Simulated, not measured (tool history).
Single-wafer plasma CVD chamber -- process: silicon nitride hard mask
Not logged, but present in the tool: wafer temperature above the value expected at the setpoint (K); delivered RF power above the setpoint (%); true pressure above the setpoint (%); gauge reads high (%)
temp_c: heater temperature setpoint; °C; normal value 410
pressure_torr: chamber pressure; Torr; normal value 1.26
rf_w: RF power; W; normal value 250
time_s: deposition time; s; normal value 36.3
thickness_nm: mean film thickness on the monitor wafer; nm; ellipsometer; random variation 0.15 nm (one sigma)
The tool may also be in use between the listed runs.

run    hour  temp_c  pressure_torr  rf_w  time_s  wafers since the last listed run  hours since the last thermocouple change  hours since the last RF generator calibration  hours since the last manometer calibration  hours since the showerhead was replaced  hours since the gauge calibration  read-back reference wafer on the same gauge, thickness_nm  thickness_nm
  1     0.0     410           1.08   250    36.3                                 0                                    1530.8                                           70.7                                      1471.4                                   3705.3                              760.7                                                     35.197        33.904
  2    92.9     410           1.26   250    36.3                              2162                                    1623.7                                          163.6                                      1564.3                                   3798.2                              853.6                                                     35.191        35.815
  3   129.4     410           1.26   250    36.3                               849                                    1660.2                                          200.1                                      1600.8                                   3834.7                              890.1                                                     35.210        35.416
  4   166.1     410           1.26   250    36.3                               854                                    1696.9                                          236.8                                      1637.5                                   3871.4                              926.8                                                     35.272        35.504
  5   237.4     410           1.26   250    36.3                              1659                                    1768.2                                          308.1                                      1708.8                                   3942.7                              998.1                                                     35.182        35.540
  6   322.2     410           1.26   250    36.3                              1973                                    1853.0                                          392.9                                      1793.6                                   4027.5                             1082.9                                                     35.166        35.479
  7   408.4     410           1.26   250    36.3                              2006                                    1939.2                                          479.1                                      1879.8                                   4113.7                             1169.1                                                     35.186        35.449
  8   514.2     410           1.26   250    36.3                              2462                                    2045.0                                          584.9                                      1985.6                                   4219.5                             1274.9                                                     35.169        35.458
  9   568.0     410           1.26   250    34.0                              1252                                    2098.8                                          638.7                                      2039.4                                   4273.3                             1328.7                                                     35.205        33.305
      631.3  -- thermocouple changed; heater temperature recalibrated
 10   631.8     410           1.26   270    36.3                              1298                                       0.5                                          702.5                                      2103.2                                   4337.1                             1392.5                                                     35.142        36.839
 11   688.4     400           1.26   250    36.3                              1317                                      57.1                                          759.1                                      2159.8                                   4393.7                             1449.1                                                     35.197        35.771
      730.9  -- gauge calibrated
      834.1  -- RF generator calibrated
      896.3  -- capacitance manometer re-zeroed and calibrated
 12   937.6     410           1.26   250    30.9                              5428                                     306.3                                          103.5                                        41.3                                   4642.9                              206.7                                                     35.224        30.183
 13  1016.5     422           1.26   215    36.3                              1836                                     385.2                                          182.4                                       120.2                                   4721.8                              285.6                                                     35.204        32.998
 14  1124.0     410           1.26   250    36.3                              2502                                     492.7                                          289.9                                       227.7                                   4829.3                              393.1                                                     35.187        35.469
 15  1173.9     410           1.26   250    36.3                              1161                                     542.6                                          339.8                                       277.6                                   4879.2                              443.0                                                     35.165        35.620
 16  1271.1     410           1.35   295    38.1                              2262                                     639.8                                          437.0                                       374.8                                   4976.4                              540.2                                                     35.176        41.163
 17  1358.5     422           1.26   250    36.3                              2034                                     727.2                                          524.4                                       462.2                                   5063.8                              627.6                                                     35.208        35.474
     1423.6  -- showerhead replaced
 18  1457.2     410           1.26   250    36.3                              2111                                     825.9                                          623.1                                       560.9                                     33.6                              726.3                                                     35.238        35.725
 19  1530.5     398           1.26   200    36.3                              1706                                     899.2                                          696.4                                       634.2                                    106.9                              799.6                                                     35.212        32.179
     1639.8  -- RF generator calibrated
 20  1735.7     403           1.26   250    36.3                              4590                                    1104.4                                           95.9                                       839.4                                    312.1                             1004.8                                                     35.192        35.809
 21  1773.1     410           1.05   250    36.3                               870                                    1141.8                                          133.3                                       876.8                                    349.5                             1042.2                                                     35.196        33.417
 22  1812.3     410           1.26   270    43.2                               912                                    1181.0                                          172.5                                       916.0                                    388.7                             1081.4                                                     35.176        43.771

Consider 4 possible next runs. They are alternatives, not a sequence: every one starts from the tool as it was left by run 22. What does each give?
  A  1812.7     410           1.26   250    36.3                                 9                                    1181.4                                          172.9                                       916.4                                    389.1                             1081.8                                                          ?             ?
  B  1812.7     410           1.26   205    30.2                                 9                                    1181.4                                          172.9                                       916.4                                    389.1                             1081.8                                                          ?             ?
  C  1812.7     416           1.26   250    42.1                                 9                                    1181.4                                          172.9                                       916.4                                    389.1                             1081.8                                                          ?             ?
  D  1812.7     416           1.26   220    36.3                                 9                                    1181.4                                          172.9                                       916.4                                    389.1                             1081.8                                                          ?             ?

run  read-back reference wafer on the same gauge, thickness_nm  thickness_nm
  A                                                     35.261        35.692
  B                                                     35.261        27.215
  C                                                     35.261        41.256
  D                                                     35.261        33.640
With the hidden condition removed and each run's random variation left untouched, the same runs would have given:
run  thickness_nm
  A        35.692
  B        27.215
  C        41.256
  D        33.640
